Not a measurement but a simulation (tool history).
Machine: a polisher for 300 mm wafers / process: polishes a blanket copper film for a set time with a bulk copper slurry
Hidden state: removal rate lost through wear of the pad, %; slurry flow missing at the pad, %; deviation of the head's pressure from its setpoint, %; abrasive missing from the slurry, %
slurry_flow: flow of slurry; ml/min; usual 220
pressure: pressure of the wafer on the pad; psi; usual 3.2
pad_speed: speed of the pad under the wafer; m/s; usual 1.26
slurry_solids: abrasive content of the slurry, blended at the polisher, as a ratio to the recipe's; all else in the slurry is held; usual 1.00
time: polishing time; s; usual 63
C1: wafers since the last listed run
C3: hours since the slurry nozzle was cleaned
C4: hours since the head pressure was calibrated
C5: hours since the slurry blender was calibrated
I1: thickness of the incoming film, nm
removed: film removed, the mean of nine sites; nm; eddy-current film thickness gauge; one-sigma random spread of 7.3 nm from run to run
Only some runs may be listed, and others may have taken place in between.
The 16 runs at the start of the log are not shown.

Run 17, hour 196.9: usual settings but slurry_solids 0.75; C1 163; wafers polished on this pad 712; C3 361.7; C4 149.9; C5 122.1; I1 2970.5. Result: removed 840.9 nm.
Run 18, hour 209.9: usual settings but slurry_solids 0.90, time 42 s; C1 171; wafers polished on this pad 884; C3 374.7; C4 162.9; C5 135.1; I1 2987.4. Result: removed 595.1 nm.
Run 19, hour 222.3: usual settings but slurry_flow 240 ml/min, slurry_solids 0.90; C1 163; wafers polished on this pad 1048; C3 387.1; C4 175.3; C5 147.5; I1 2908.9. Result: removed 903.7 nm.
At hour 229.0: slurry nozzle cleaned.
At hour 239.6: worn pad replaced by a new one.
Run 20, hour 240.1: usual settings but slurry_flow 160 ml/min; C1 169; wafers polished on this pad 6; C3 11.1; C4 193.1; C5 165.3; I1 2948.2. Result: removed 936.6 nm.
Run 21, hour 242.9: usual settings but pressure 2.9 psi; C1 37; wafers polished on this pad 43; C3 13.9; C4 195.9; C5 168.1; I1 2974.4. Result: removed 907.8 nm.
Run 22, hour 255.9: usual settings but slurry_flow 260 ml/min, pad_speed 0.84 m/s, slurry_solids 0.85; C1 171; wafers polished on this pad 215; C3 26.9; C4 208.9; C5 181.1; I1 2981.3. Result: removed 634.6 nm.
Run 23, hour 267.8: usual settings but pad_speed 1.54 m/s; C1 157; wafers polished on this pad 372; C3 38.8; C4 220.8; C5 193.0; I1 3003.3. Result: removed 1187.4 nm.
Run 24, hour 274.7: usual settings but slurry_flow 165 ml/min, pressure 3.8 psi, slurry_solids 0.90, time 56 s; C1 91; wafers polished on this pad 463; C3 45.7; C4 227.7; C5 199.9; I1 2927.1. Result: removed 927.3 nm.
Run 25, hour 286.8: usual settings but time 42 s; C1 159; wafers polished on this pad 623; C3 57.8; C4 239.8; C5 212.0; I1 2992.9. Result: removed 655.9 nm.
Run 26, hour 293.9: usual settings but slurry_solids 1.10, time 71 s; C1 93; wafers polished on this pad 717; C3 64.9; C4 246.9; C5 219.1; I1 2958.3. Result: removed 1136.6 nm.
Run 27, hour 308.4: usual settings but time 71 s; C1 191; wafers polished on this pad 909; C3 79.4; C4 261.4; C5 233.6; I1 2971.0. Result: removed 1089.4 nm.
Run 28, hour 325.5: usual settings but pressure 2.3 psi, pad_speed 1.52 m/s, slurry_solids 0.80; C1 226; wafers polished on this pad 1135; C3 96.5; C4 278.5; C5 250.7; I1 2963.1. Result: removed 818.7 nm.
Run 29, hour 334.5: usual settings; C1 118; wafers polished on this pad 1254; C3 105.5; C4 287.5; C5 259.7; I1 2998.1. Result: removed 977.7 nm.
At hour 339.5: worn pad replaced by a new one.
Run 30, hour 340.9: usual settings but pressure 2.8 psi, pad_speed 1.06 m/s; C1 31; wafers polished on this pad 18; C3 111.9; C4 293.9; C5 266.1; I1 2935.1. Result: removed 735.1 nm.
Run 31, hour 355.9: usual settings but pressure 3.7 psi, pad_speed 1.14 m/s, slurry_solids 1.15, time 47 s; C1 198; wafers polished on this pad 216; C3 126.9; C4 308.9; C5 281.1; I1 3001.2. Result: removed 767.4 nm.

Alternative continuations, all from the tool just after run 31; predict every row:
Run A, hour 356.3: usual settings; C1 5; wafers polished on this pad 222; C3 127.3; C4 309.3; C5 281.5; I1 2976.8. Result: removed ?.
Run B, hour 356.3: usual settings but slurry_flow 150 ml/min, pressure 2.7 psi, pad_speed 1.68 m/s, time 45 s; C1 5; wafers polished on this pad 222; C3 127.3; C4 309.3; C5 281.5; I1 2976.8. Result: removed ?.
Run C, hour 356.3: usual settings but slurry_flow 245 ml/min, slurry_solids 1.30; C1 5; wafers polished on this pad 222; C3 127.3; C4 309.3; C5 281.5; I1 2976.8. Result: removed ?.

run  removed
  A    960.1
  B    740.9
  C   1057.0
Had the tool no hidden state, the same runs would have come out as:
run  removed
  A    985.8
  B    769.4
  C   1082.4
